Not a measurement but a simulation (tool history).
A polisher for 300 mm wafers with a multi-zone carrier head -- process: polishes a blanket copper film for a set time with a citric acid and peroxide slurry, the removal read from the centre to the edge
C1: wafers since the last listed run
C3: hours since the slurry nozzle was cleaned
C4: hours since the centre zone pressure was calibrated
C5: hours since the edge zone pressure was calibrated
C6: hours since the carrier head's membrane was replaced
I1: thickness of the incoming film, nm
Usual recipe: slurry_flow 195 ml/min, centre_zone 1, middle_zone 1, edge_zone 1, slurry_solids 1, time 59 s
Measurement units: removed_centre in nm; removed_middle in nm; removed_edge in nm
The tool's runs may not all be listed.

{"run": 1, "hour": 0.0, "slurry_flow": 220, "centre_zone": 1, "middle_zone": 1, "edge_zone": 1, "slurry_solids": 1, "time": 59, "C1": 0, "wafers polished on this pad": 2712, "C3": 474.8, "C4": 1286.9, "C5": 368.5, "C6": 10.6, "I1": 701, "removed_centre": 167.7, "removed_middle": 161.2, "removed_edge": 157.7}
{"run": 2, "hour": 33.4, "slurry_flow": 220, "centre_zone": 1, "middle_zone": 1, "edge_zone": 1, "slurry_solids": 1, "time": 59, "C1": 435, "wafers polished on this pad": 3148, "C3": 508.2, "C4": 1320.3, "C5": 401.9, "C6": 44, "I1": 690.9, "removed_centre": 167.2, "removed_middle": 158.9, "removed_edge": 157.3}
{"run": 3, "hour": 60.3, "slurry_flow": 195, "centre_zone": 1, "middle_zone": 1, "edge_zone": 1, "slurry_solids": 1, "time": 59, "C1": 350, "wafers polished on this pad": 3498, "C3": 535.1, "C4": 1347.2, "C5": 428.8, "C6": 70.9, "I1": 684.9, "removed_centre": 162.5, "removed_middle": 156.9, "removed_edge": 154.6}
{"hour": 92.1, "done": "worn pad replaced by a new one"}
{"run": 4, "hour": 106.8, "slurry_flow": 195, "centre_zone": 1, "middle_zone": 1, "edge_zone": 1, "slurry_solids": 1, "time": 59, "C1": 554, "wafers polished on this pad": 191, "C3": 581.6, "C4": 1393.7, "C5": 475.3, "C6": 117.4, "I1": 699.7, "removed_centre": 179.2, "removed_middle": 173.2, "removed_edge": 168.1}
{"run": 5, "hour": 204.9, "slurry_flow": 195, "centre_zone": 1, "middle_zone": 1, "edge_zone": 1, "slurry_solids": 1, "time": 59, "C1": 1279, "wafers polished on this pad": 1470, "C3": 679.7, "C4": 1491.8, "C5": 573.4, "C6": 215.5, "I1": 699.2, "removed_centre": 168.1, "removed_middle": 159.2, "removed_edge": 159.6}
{"run": 6, "hour": 235.6, "slurry_flow": 195, "centre_zone": 1, "middle_zone": 1, "edge_zone": 1, "slurry_solids": 1, "time": 59, "C1": 400, "wafers polished on this pad": 1871, "C3": 710.4, "C4": 1522.5, "C5": 604.1, "C6": 246.2, "I1": 702.9, "removed_centre": 166.9, "removed_middle": 157.6, "removed_edge": 157.2}
{"hour": 269.7, "done": "centre zone pressure recalibrated"}
{"run": 7, "hour": 305.6, "slurry_flow": 150, "centre_zone": 1, "middle_zone": 1, "edge_zone": 1, "slurry_solids": 1, "time": 63, "C1": 886, "wafers polished on this pad": 2757, "C3": 780.4, "C4": 35.9, "C5": 674.1, "C6": 316.2, "I1": 711.8, "removed_centre": 153.6, "removed_middle": 158.6, "removed_edge": 151.3}
{"run": 8, "hour": 364.0, "slurry_flow": 195, "centre_zone": 1, "middle_zone": 1, "edge_zone": 1.05, "slurry_solids": 0.9, "time": 76, "C1": 761, "wafers polished on this pad": 3519, "C3": 838.8, "C4": 94.3, "C5": 732.5, "C6": 374.6, "I1": 708.4, "removed_centre": 193.3, "removed_middle": 196.4, "removed_edge": 193.4}
{"hour": 425.1, "done": "slurry nozzle cleaned"}
{"hour": 426.1, "done": "worn pad replaced by a new one"}
{"run": 9, "hour": 428.8, "slurry_flow": 195, "centre_zone": 1, "middle_zone": 1.06, "edge_zone": 1, "slurry_solids": 1, "time": 59, "C1": 818, "wafers polished on this pad": 35, "C3": 3.7, "C4": 159.1, "C5": 797.3, "C6": 439.4, "I1": 703.2, "removed_centre": 177.2, "removed_middle": 185.2, "removed_edge": 176.3}
{"run": 10, "hour": 487.5, "slurry_flow": 220, "centre_zone": 0.89, "middle_zone": 1, "edge_zone": 0.91, "slurry_solids": 1, "time": 59, "C1": 765, "wafers polished on this pad": 800, "C3": 62.4, "C4": 217.8, "C5": 856, "C6": 498.1, "I1": 685.4, "removed_centre": 152.9, "removed_middle": 171, "removed_edge": 157.1}
{"hour": 529.2, "done": "carrier head's membrane replaced by a new one"}
{"run": 11, "hour": 543.8, "slurry_flow": 250, "centre_zone": 1, "middle_zone": 1.09, "edge_zone": 0.93, "slurry_solids": 1, "time": 67, "C1": 668, "wafers polished on this pad": 1469, "C3": 118.7, "C4": 274.1, "C5": 912.3, "C6": 14.6, "I1": 703.7, "removed_centre": 194.8, "removed_middle": 208.6, "removed_edge": 180.3}
{"run": 12, "hour": 608.4, "slurry_flow": 195, "centre_zone": 1.04, "middle_zone": 1, "edge_zone": 1, "slurry_solids": 1, "time": 59, "C1": 842, "wafers polished on this pad": 2312, "C3": 183.3, "C4": 338.7, "C5": 976.9, "C6": 79.2, "I1": 705.3, "removed_centre": 170.4, "removed_middle": 158.9, "removed_edge": 155.9}
{"run": 13, "hour": 636.2, "slurry_flow": 135, "centre_zone": 1.1, "middle_zone": 0.92, "edge_zone": 1, "slurry_solids": 1, "time": 77, "C1": 362, "wafers polished on this pad": 2674, "C3": 211.1, "C4": 366.5, "C5": 1004.7, "C6": 107, "I1": 687, "removed_centre": 211.5, "removed_middle": 178.7, "removed_edge": 189.7}
{"run": 14, "hour": 669.9, "slurry_flow": 195, "centre_zone": 1.12, "middle_zone": 1, "edge_zone": 1, "slurry_solids": 1, "time": 59, "C1": 439, "wafers polished on this pad": 3114, "C3": 244.8, "C4": 400.2, "C5": 1038.4, "C6": 140.7, "I1": 692.2, "removed_centre": 179.4, "removed_middle": 158.8, "removed_edge": 153.8}
{"hour": 743.8, "done": "worn pad replaced by a new one"}
{"run": 15, "hour": 744.3, "slurry_flow": 150, "centre_zone": 1, "middle_zone": 1, "edge_zone": 1, "slurry_solids": 1, "time": 59, "C1": 917, "wafers polished on this pad": 6, "C3": 319.2, "C4": 474.6, "C5": 1112.8, "C6": 215.1, "I1": 706.4, "removed_centre": 170.6, "removed_middle": 167.8, "removed_edge": 165.3}
{"hour": 750.5, "done": "edge zone pressure recalibrated"}
{"run": 16, "hour": 950.4, "slurry_flow": 220, "centre_zone": 1, "middle_zone": 1, "edge_zone": 1, "slurry_solids": 1, "time": 59, "C1": 2661, "wafers polished on this pad": 2667, "C3": 525.3, "C4": 680.7, "C5": 199.9, "C6": 421.2, "I1": 706.3, "removed_centre": 163.2, "removed_middle": 160.2, "removed_edge": 154.9}
{"run": 17, "hour": 984.1, "slurry_flow": 165, "centre_zone": 1, "middle_zone": 1, "edge_zone": 1, "slurry_solids": 0.9, "time": 59, "C1": 439, "wafers polished on this pad": 3107, "C3": 559, "C4": 714.4, "C5": 233.6, "C6": 454.9, "I1": 688.4, "removed_centre": 150.4, "removed_middle": 147.7, "removed_edge": 150.4}
{"run": 18, "hour": 1025.3, "slurry_flow": 195, "centre_zone": 1, "middle_zone": 1, "edge_zone": 1, "slurry_solids": 1.2, "time": 59, "C1": 537, "wafers polished on this pad": 3644, "C3": 600.2, "C4": 755.6, "C5": 274.8, "C6": 496.1, "I1": 688.5, "removed_centre": 167, "removed_middle": 162.3, "removed_edge": 159.1}
{"hour": 1052.3, "done": "worn pad replaced by a new one"}
{"run": 19, "hour": 1052.8, "slurry_flow": 195, "centre_zone": 1, "middle_zone": 1, "edge_zone": 1, "slurry_solids": 1, "time": 59, "C1": 306, "wafers polished on this pad": 6, "C3": 627.7, "C4": 783.1, "C5": 302.3, "C6": 523.6, "I1": 699.1, "removed_centre": 179.3, "removed_middle": 176.9, "removed_edge": 170.9}
{"run": 20, "hour": 1088.4, "slurry_flow": 195, "centre_zone": 1, "middle_zone": 1, "edge_zone": 1, "slurry_solids": 1, "time": 59, "C1": 464, "wafers polished on this pad": 471, "C3": 663.3, "C4": 818.7, "C5": 337.9, "C6": 559.2, "I1": 693.4, "removed_centre": 172.7, "removed_middle": 167.6, "removed_edge": 161.3}
{"hour": 1126.3, "done": "carrier head's membrane replaced by a new one"}
{"run": 21, "hour": 1160.0, "slurry_flow": 195, "centre_zone": 1.08, "middle_zone": 1, "edge_zone": 1, "slurry_solids": 1, "time": 59, "C1": 868, "wafers polished on this pad": 1339, "C3": 734.9, "C4": 890.3, "C5": 409.5, "C6": 33.7, "I1": 701.1, "removed_centre": 179.1, "removed_middle": 159.8, "removed_edge": 154.8}
{"run": 22, "hour": 1202.1, "slurry_flow": 195, "centre_zone": 1, "middle_zone": 1, "edge_zone": 1, "slurry_solids": 1, "time": 59, "C1": 548, "wafers polished on this pad": 1888, "C3": 777, "C4": 932.4, "C5": 451.6, "C6": 75.8, "I1": 698.5, "removed_centre": 161.4, "removed_middle": 159.6, "removed_edge": 153}

Forecast each of these 3 alternatives for the next run:
{"run": "A", "hour": 1202.5, "slurry_flow": 195, "centre_zone": 1, "middle_zone": 1, "edge_zone": 1.11, "slurry_solids": 1, "time": 59, "C1": 5, "wafers polished on this pad": 1893, "C3": 777.4, "C4": 932.8, "C5": 452, "C6": 76.2, "I1": 702.2, "removed_centre": "?", "removed_middle": "?", "removed_edge": "?"}
{"run": "B", "hour": 1202.5, "slurry_flow": 195, "centre_zone": 1, "middle_zone": 1, "edge_zone": 1, "slurry_solids": 1, "time": 48, "C1": 5, "wafers polished on this pad": 1893, "C3": 777.4, "C4": 932.8, "C5": 452, "C6": 76.2, "I1": 702.2, "removed_centre": "?", "removed_middle": "?", "removed_edge": "?"}
{"run": "C", "hour": 1202.5, "slurry_flow": 195, "centre_zone": 1, "middle_zone": 1, "edge_zone": 1, "slurry_solids": 1.15, "time": 59, "C1": 5, "wafers polished on this pad": 1893, "C3": 777.4, "C4": 932.8, "C5": 452, "C6": 76.2, "I1": 702.2, "removed_centre": "?", "removed_middle": "?", "removed_edge": "?"}

run=A removed_centre=162.5 removed_middle=156 removed_edge=161
run=B removed_centre=132.2 removed_middle=126.9 removed_edge=124.4
run=C removed_centre=167.1 removed_middle=160.3 removed_edge=157.2
With the hidden condition removed and each run's random variation left untouched, the same runs would have given:
run=A removed_centre=174.8 removed_middle=177.4 removed_edge=183.1
run=B removed_centre=142.2 removed_middle=144.3 removed_edge=141.4
run=C removed_centre=179.7 removed_middle=182.3 removed_edge=178.7
